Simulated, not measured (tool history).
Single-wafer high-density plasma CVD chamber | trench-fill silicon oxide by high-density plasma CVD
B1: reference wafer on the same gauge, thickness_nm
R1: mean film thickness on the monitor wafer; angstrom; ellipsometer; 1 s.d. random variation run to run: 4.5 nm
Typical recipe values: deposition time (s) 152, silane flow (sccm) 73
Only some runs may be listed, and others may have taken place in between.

Run 1, day 0.000: usual settings; B1 1031.089. Result: R1 10312.33 angstrom.
Run 2, day 3.962: usual settings; B1 1030.188. Result: R1 10319.75 angstrom.
Run 3, day 4.658: usual settings but deposition time (s) 159, silane flow (sccm) 63; B1 1028.971. Result: R1 9620.52 angstrom.
Run 4, day 5.883: usual settings; B1 1031.861. Result: R1 10317.17 angstrom.
Run 5, day 7.367: usual settings; B1 1031.044. Result: R1 10434.00 angstrom.
Run 6, day 8.783: usual settings but deposition time (s) 172; B1 1030.291. Result: R1 11623.05 angstrom.
Run 7, day 10.050: usual settings but deposition time (s) 172; B1 1030.527. Result: R1 11663.96 angstrom.
Run 8, day 10.571: usual settings but deposition time (s) 172; B1 1030.486. Result: R1 11738.94 angstrom.
Run 9, day 11.688: usual settings; B1 1031.352. Result: R1 10332.02 angstrom.
Run 10, day 12.708: usual settings; B1 1030.033. Result: R1 10371.03 angstrom.
Run 11, day 13.350: usual settings; B1 1031.739. Result: R1 10315.12 angstrom.
Run 12, day 13.917: usual settings; B1 1031.109. Result: R1 10287.43 angstrom.
Run 13, day 14.988: usual settings but silane flow (sccm) 64; B1 1031.200. Result: R1 9304.69 angstrom.
Run 14, day 15.642: usual settings but deposition time (s) 179; B1 1030.594. Result: R1 12052.54 angstrom.
At day 17.738: gauge calibrated.
At day 17.788: silane flow controller replaced.
Run 15, day 18.971: usual settings but silane flow (sccm) 69; B1 1030.786. Result: R1 9896.02 angstrom.
Run 16, day 19.625: usual settings but deposition time (s) 140, silane flow (sccm) 79; B1 1030.025. Result: R1 10178.32 angstrom.
Run 17, day 20.358: usual settings; B1 1031.596. Result: R1 10324.38 angstrom.
Run 18, day 20.875: usual settings; B1 1029.536. Result: R1 10316.91 angstrom.
Run 19, day 22.275: usual settings but deposition time (s) 179, silane flow (sccm) 87; B1 1029.848. Result: R1 14098.38 angstrom.
Run 20, day 23.108: usual settings but deposition time (s) 172, silane flow (sccm) 60; B1 1029.050. Result: R1 9985.52 angstrom.
Run 21, day 24.783: usual settings; B1 1030.451. Result: R1 10368.07 angstrom.
Run 22, day 25.604: usual settings but deposition time (s) 139, silane flow (sccm) 82; B1 1031.148. Result: R1 10421.03 angstrom.
Run 23, day 26.692: usual settings but deposition time (s) 122, silane flow (sccm) 65; B1 1030.753. Result: R1 7555.04 angstrom.
Run 24, day 27.917: usual settings but deposition time (s) 177; B1 1030.500. Result: R1 11978.62 angstrom.
Run 25, day 30.358: usual settings but deposition time (s) 174, silane flow (sccm) 83; B1 1029.092. Result: R1 13305.98 angstrom.
Run 26, day 31.229: usual settings but deposition time (s) 142, silane flow (sccm) 60; B1 1029.193. Result: R1 8251.67 angstrom.

Each row is a separate what-if for the run after 26, all from the same tool condition, not one after another. Results?
Run A, day 31.246: usual settings but deposition time (s) 170; B1 ?. Result: R1 ?.
Run B, day 31.246: usual settings but deposition time (s) 176, silane flow (sccm) 78; B1 ?. Result: R1 ?.
Run C, day 31.246: usual settings but deposition time (s) 166, silane flow (sccm) 68; B1 ?. Result: R1 ?.
Run D, day 31.246: usual settings but deposition time (s) 124, silane flow (sccm) 79; B1 ?. Result: R1 ?.

run        B1        R1
  A  1031.009  11618.46
  B  1031.009  12716.05
  C  1031.009  10696.62
  D  1031.009   9055.91
Had the tool no hidden state, the same runs would have come out as:
run        R1
  A  11618.46
  B  12716.05
  C  10696.62
  D   9055.91

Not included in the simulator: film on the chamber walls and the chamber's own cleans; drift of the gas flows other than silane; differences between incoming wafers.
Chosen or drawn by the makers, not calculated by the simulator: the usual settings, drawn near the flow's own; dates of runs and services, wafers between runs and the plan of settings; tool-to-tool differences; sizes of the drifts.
